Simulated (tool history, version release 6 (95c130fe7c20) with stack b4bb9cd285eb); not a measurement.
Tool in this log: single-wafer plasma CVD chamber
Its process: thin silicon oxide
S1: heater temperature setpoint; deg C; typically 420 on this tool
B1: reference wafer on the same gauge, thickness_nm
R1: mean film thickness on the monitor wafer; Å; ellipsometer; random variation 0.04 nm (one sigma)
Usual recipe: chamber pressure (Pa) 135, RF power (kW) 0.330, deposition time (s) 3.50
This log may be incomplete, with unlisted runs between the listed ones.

run 1 hour=0.0 | S1=420 chamber_pressure_(Pa)=135 RF_power_(kW)=0.330 deposition_time_(s)=3.50 | B1=7.761 | R1=81.88
run 2 hour=58.6 | S1=420 chamber_pressure_(Pa)=113 RF_power_(kW)=0.330 deposition_time_(s)=3.50 | B1=7.786 | R1=65.73
run 3 hour=156.2 | S1=420 chamber_pressure_(Pa)=113 RF_power_(kW)=0.330 deposition_time_(s)=3.50 | B1=7.776 | R1=65.28
run 4 hour=246.3 | S1=420 chamber_pressure_(Pa)=113 RF_power_(kW)=0.330 deposition_time_(s)=3.50 | B1=7.768 | R1=65.51
run 5 hour=307.2 | S1=420 chamber_pressure_(Pa)=135 RF_power_(kW)=0.330 deposition_time_(s)=3.50 | B1=7.774 | R1=81.24
run 6 hour=406.9 | S1=420 chamber_pressure_(Pa)=135 RF_power_(kW)=0.330 deposition_time_(s)=3.50 | B1=7.775 | R1=81.29
-- hour=428.2 RF generator calibrated
run 7 hour=498.4 | S1=420 chamber_pressure_(Pa)=135 RF_power_(kW)=0.330 deposition_time_(s)=3.50 | B1=7.775 | R1=84.04
run 8 hour=702.6 | S1=431 chamber_pressure_(Pa)=144 RF_power_(kW)=0.330 deposition_time_(s)=3.50 | B1=7.779 | R1=88.18
run 9 hour=750.8 | S1=431 chamber_pressure_(Pa)=144 RF_power_(kW)=0.330 deposition_time_(s)=3.50 | B1=7.771 | R1=88.27
run 10 hour=838.4 | S1=431 chamber_pressure_(Pa)=164 RF_power_(kW)=0.390 deposition_time_(s)=3.95 | B1=7.773 | R1=117.30
run 11 hour=894.3 | S1=408 chamber_pressure_(Pa)=135 RF_power_(kW)=0.330 deposition_time_(s)=3.50 | B1=7.772 | R1=83.67
-- hour=930.4 gauge calibrated
-- hour=958.6 thermocouple changed; heater temperature recalibrated
-- hour=983.8 capacitance manometer re-zeroed and calibrated
run 12 hour=999.5 | S1=425 chamber_pressure_(Pa)=135 RF_power_(kW)=0.380 deposition_time_(s)=3.50 | B1=7.758 | R1=87.71
-- hour=1034.7 showerhead replaced
run 13 hour=1053.0 | S1=420 chamber_pressure_(Pa)=135 RF_power_(kW)=0.330 deposition_time_(s)=3.99 | B1=7.774 | R1=94.30
run 14 hour=1145.6 | S1=420 chamber_pressure_(Pa)=135 RF_power_(kW)=0.330 deposition_time_(s)=3.50 | B1=7.779 | R1=83.20
run 15 hour=1196.7 | S1=424 chamber_pressure_(Pa)=135 RF_power_(kW)=0.330 deposition_time_(s)=3.26 | B1=7.767 | R1=77.23
run 16 hour=1293.1 | S1=420 chamber_pressure_(Pa)=157 RF_power_(kW)=0.330 deposition_time_(s)=3.50 | B1=7.773 | R1=94.23
run 17 hour=1349.1 | S1=408 chamber_pressure_(Pa)=135 RF_power_(kW)=0.330 deposition_time_(s)=3.50 | B1=7.750 | R1=83.17
run 18 hour=1416.0 | S1=420 chamber_pressure_(Pa)=135 RF_power_(kW)=0.330 deposition_time_(s)=3.50 | B1=7.762 | R1=82.33

For some of the steps in R1 from one run to the next: how much would appear even if the tool had no hidden state, given the settings, what came in and random variation, and how much remains for the hidden state plus any gauge scatter that the measured result and the result without hidden state don't share?
Unlogged tool condition in this case: wafer temperature above the value expected at the setpoint (K); delivered RF power above the setpoint (%); true pressure above the setpoint (%); gauge reads high (%).
Run 6 -> 7: RF generator calibrated. R1 +2.75 Å: hidden state +3.19, all else -0.44.
Run 10 -> 11: S1 431 -> 408, chamber pressure (Pa) 164 -> 135, RF power (kW) 0.390 -> 0.330, deposition time (s) 3.95 -> 3.50. R1 -33.63 Å: hidden state +0.29, all else -33.92.
